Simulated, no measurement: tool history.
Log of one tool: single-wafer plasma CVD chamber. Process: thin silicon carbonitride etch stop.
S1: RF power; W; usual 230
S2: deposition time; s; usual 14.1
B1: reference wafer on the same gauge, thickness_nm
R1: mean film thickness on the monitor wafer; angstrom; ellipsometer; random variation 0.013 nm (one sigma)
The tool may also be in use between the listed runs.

run   hour   S1    S2     B1     R1
  1      0  230  14.1   8.49  82.52
  2     19  230  14.1  8.486   82.5
  3     34  230  14.1  8.492  82.55
  4   67.4  230  14.1  8.492  82.56
  5   99.3  230  14.1  8.491  82.46
  6  173.3  230  12.1  8.492   70.7
     188.4  -- showerhead replaced
  7  198.6  230  12.1  8.493  70.59
     212.1  -- gauge calibrated
  8    219  210  15.6  8.493  89.06
     250.2  -- thermocouple changed; heater temperature recalibrated
  9  254.2  230  14.1  8.489  82.27
 10  269.5  230  14.1  8.489  82.29
 11  295.5  190  13.2   8.49  73.38
     308.8  -- RF generator calibrated
 12  320.6  230  14.1  8.491  83.55
 13  346.5  205  11.7  8.491  67.36
 14  375.2  230  14.1  8.489  83.21
 15  395.2  245  13.3  8.494  79.79
 16  427.9  265    16  8.489  97.92
 17  463.1  190  16.1  8.491  90.81
 18    487  270  14.1  8.489  86.54
 19  508.3  220  14.1   8.49   82.5
     538.3  -- gauge calibrated
 20  541.9  195  14.1  8.491  80.25

5 ways to go on from here, each from the tool as it stands after run 20. What would each give?
  A  542.3  255  14.1   ?   ?
  B  542.3  205  15.7   ?   ?
  C  542.3  200  14.1   ?   ?
  D  542.3  230  11.4   ?   ?
  E  542.3  240  15.6   ?   ?

run     B1     R1
  A  8.487  85.39
  B  8.487  90.28
  C  8.487  80.62
  D  8.487  67.35
  E  8.487   93.1
Without the tool's hidden state the same runs would have given:
run     R1
  A  85.63
  B  90.54
  C  80.85
  D  67.54
  E  93.37
